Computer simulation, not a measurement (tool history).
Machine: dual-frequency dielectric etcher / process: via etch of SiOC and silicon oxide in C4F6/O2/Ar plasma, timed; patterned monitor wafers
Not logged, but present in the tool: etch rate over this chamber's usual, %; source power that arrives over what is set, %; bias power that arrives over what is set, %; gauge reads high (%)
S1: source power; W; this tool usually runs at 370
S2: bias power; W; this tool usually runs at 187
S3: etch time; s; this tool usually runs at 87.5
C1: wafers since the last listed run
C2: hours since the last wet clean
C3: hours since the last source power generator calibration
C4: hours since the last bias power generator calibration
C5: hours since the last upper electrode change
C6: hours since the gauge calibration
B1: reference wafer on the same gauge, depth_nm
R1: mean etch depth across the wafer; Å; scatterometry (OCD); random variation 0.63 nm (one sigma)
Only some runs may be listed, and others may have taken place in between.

{"run": 1, "day": 0.0, "S1": 370, "S2": 215, "S3": 87.5, "C1": 0, "C2": 385.1, "C3": 1472.5, "C4": 4037.7, "C5": 3060.7, "C6": 512.9, "B1": 109.0, "R1": 1017}
{"run": 2, "day": 1.225, "S1": 370, "S2": 215, "S3": 87.5, "C1": 226, "C2": 414.5, "C3": 1501.9, "C4": 4067.1, "C5": 3090.1, "C6": 542.3, "B1": 109.0, "R1": 1025}
{"day": 2.733, "done": "wet clean of the chamber"}
{"run": 3, "day": 2.754, "S1": 370, "S2": 187, "S3": 87.5, "C1": 97, "C2": 0.5, "C3": 1538.6, "C4": 4103.8, "C5": 3126.8, "C6": 579.0, "B1": 109.0, "R1": 1030}
{"run": 4, "day": 2.771, "S1": 370, "S2": 187, "S3": 87.5, "C1": 3, "C2": 0.9, "C3": 1539.0, "C4": 4104.2, "C5": 3127.2, "C6": 579.4, "B1": 108.9, "R1": 1030}
{"run": 5, "day": 3.954, "S1": 370, "S2": 187, "S3": 87.5, "C1": 219, "C2": 29.3, "C3": 1567.4, "C4": 4132.6, "C5": 3155.6, "C6": 607.8, "B1": 108.9, "R1": 1014}
{"run": 6, "day": 5.421, "S1": 370, "S2": 187, "S3": 87.5, "C1": 271, "C2": 64.5, "C3": 1602.6, "C4": 4167.8, "C5": 3190.8, "C6": 643.0, "B1": 109.0, "R1": 1016}
{"run": 7, "day": 6.55, "S1": 370, "S2": 187, "S3": 87.5, "C1": 209, "C2": 91.6, "C3": 1629.7, "C4": 4194.9, "C5": 3217.9, "C6": 670.1, "B1": 108.8, "R1": 1009}
{"run": 8, "day": 7.433, "S1": 370, "S2": 187, "S3": 87.5, "C1": 163, "C2": 112.8, "C3": 1650.9, "C4": 4216.1, "C5": 3239.1, "C6": 691.3, "B1": 109.1, "R1": 1013}
{"run": 9, "day": 8.125, "S1": 370, "S2": 198, "S3": 87.5, "C1": 128, "C2": 129.4, "C3": 1667.5, "C4": 4232.7, "C5": 3255.7, "C6": 707.9, "B1": 108.9, "R1": 1025}
{"run": 10, "day": 9.312, "S1": 350, "S2": 187, "S3": 73.5, "C1": 219, "C2": 157.9, "C3": 1696.0, "C4": 4261.2, "C5": 3284.2, "C6": 736.4, "B1": 109.0, "R1": 841}
{"run": 11, "day": 10.092, "S1": 350, "S2": 187, "S3": 73.5, "C1": 144, "C2": 176.6, "C3": 1714.7, "C4": 4279.9, "C5": 3302.9, "C6": 755.1, "B1": 109.0, "R1": 836}
{"day": 10.246, "done": "gauge calibrated"}
{"day": 11.088, "done": "source power generator calibrated"}
{"run": 12, "day": 11.317, "S1": 350, "S2": 187, "S3": 73.5, "C1": 195, "C2": 206.0, "C3": 5.5, "C4": 4309.3, "C5": 3332.3, "C6": 25.7, "B1": 108.8, "R1": 830}
{"run": 13, "day": 12.446, "S1": 370, "S2": 187, "S3": 87.5, "C1": 209, "C2": 233.1, "C3": 32.6, "C4": 4336.4, "C5": 3359.4, "C6": 52.8, "B1": 108.8, "R1": 1003}
{"run": 14, "day": 13.317, "S1": 370, "S2": 187, "S3": 87.5, "C1": 161, "C2": 254.0, "C3": 53.5, "C4": 4357.3, "C5": 3380.3, "C6": 73.7, "B1": 108.9, "R1": 1002}
{"run": 15, "day": 14.604, "S1": 370, "S2": 187, "S3": 87.5, "C1": 238, "C2": 284.9, "C3": 84.4, "C4": 4388.2, "C5": 3411.2, "C6": 104.6, "B1": 109.1, "R1": 999}

Run 16 is up next; what results do you expect?
{"day": 15.475, "done": "bias power generator calibrated"}
{"run": 16, "day": 15.492, "S1": 370, "S2": 187, "S3": 87.5, "C1": 133, "C2": 306.2, "C3": 105.7, "C4": 0.4, "C5": 3432.5, "C6": 125.9, "B1": "?", "R1": "?"}

{"run 16": {"B1": 109.2, "R1": 1001}}
If the tool had no hidden condition, the same run with the same run-to-run variation would have returned R1 1034 Å.

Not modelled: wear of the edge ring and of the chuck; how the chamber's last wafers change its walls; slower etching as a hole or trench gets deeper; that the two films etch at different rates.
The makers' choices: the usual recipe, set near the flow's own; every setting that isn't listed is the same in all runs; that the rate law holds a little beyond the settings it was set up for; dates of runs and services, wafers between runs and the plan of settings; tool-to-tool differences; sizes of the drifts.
